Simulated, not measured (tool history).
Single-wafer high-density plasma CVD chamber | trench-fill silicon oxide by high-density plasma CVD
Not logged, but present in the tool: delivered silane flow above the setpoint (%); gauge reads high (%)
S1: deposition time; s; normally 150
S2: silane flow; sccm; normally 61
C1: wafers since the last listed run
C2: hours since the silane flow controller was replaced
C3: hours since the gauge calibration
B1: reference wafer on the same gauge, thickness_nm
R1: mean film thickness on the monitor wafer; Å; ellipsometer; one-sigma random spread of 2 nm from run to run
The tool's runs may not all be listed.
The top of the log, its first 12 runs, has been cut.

run,hour,S1,S2,C1,C2,C3,B1,R1
13,299.7,150,57,441,1916.8,868.2,711.801,7479.84
14,334.0,150,58,424,1951.1,902.5,711.678,7554.29
15,347.7,150,58,169,1964.8,916.2,711.821,7547.09
16,380.6,172,61,406,1997.7,949.1,711.984,8865.34
17,407.7,172,61,335,2024.8,976.2,712.289,8892.12
# hour 423.8: gauge calibrated
18,440.7,150,61,408,2057.8,16.9,712.069,7737.91
# hour 451.3: silane flow controller replaced
19,475.5,138,61,331,24.2,51.7,712.076,7364.70
20,495.2,160,61,243,43.9,71.4,711.944,8525.79
21,523.5,135,65,349,72.2,99.7,712.532,7433.83
22,553.9,175,56,375,102.6,130.1,711.433,8895.53
23,588.7,150,61,430,137.4,164.9,711.980,7959.96
24,612.9,168,68,299,161.6,189.1,711.948,9455.12
25,633.2,150,67,251,181.9,209.4,711.870,8376.98
26,657.4,150,61,299,206.1,233.6,711.487,7926.20
27,684.2,164,66,331,232.9,260.4,712.193,9128.32
28,715.9,130,66,391,264.6,292.1,711.910,7164.56
29,746.5,150,61,378,295.2,322.7,712.115,7939.02
30,772.2,150,61,317,320.9,348.4,712.119,7958.36
31,792.6,176,54,252,341.3,368.8,712.065,8776.35
32,818.2,126,61,316,366.9,394.4,712.247,6673.08
33,852.1,173,67,419,400.8,428.3,712.105,9644.09
34,885.1,143,65,408,433.8,461.3,712.109,7861.52
35,915.6,150,52,377,464.3,491.8,712.137,7311.14

Forecast each of these 3 alternatives for the next run:
A,916.0,150,50,4,464.7,492.2,?,?
B,916.0,172,69,4,464.7,492.2,?,?
C,916.0,150,54,4,464.7,492.2,?,?

run,B1,R1
A,712.061,7154.16
B,712.061,9699.50
C,712.061,7428.83
Take away the tool's hidden state, keep each run's random variation, and the runs would have read:
run,R1
A,7198.27
B,9759.30
C,7474.64

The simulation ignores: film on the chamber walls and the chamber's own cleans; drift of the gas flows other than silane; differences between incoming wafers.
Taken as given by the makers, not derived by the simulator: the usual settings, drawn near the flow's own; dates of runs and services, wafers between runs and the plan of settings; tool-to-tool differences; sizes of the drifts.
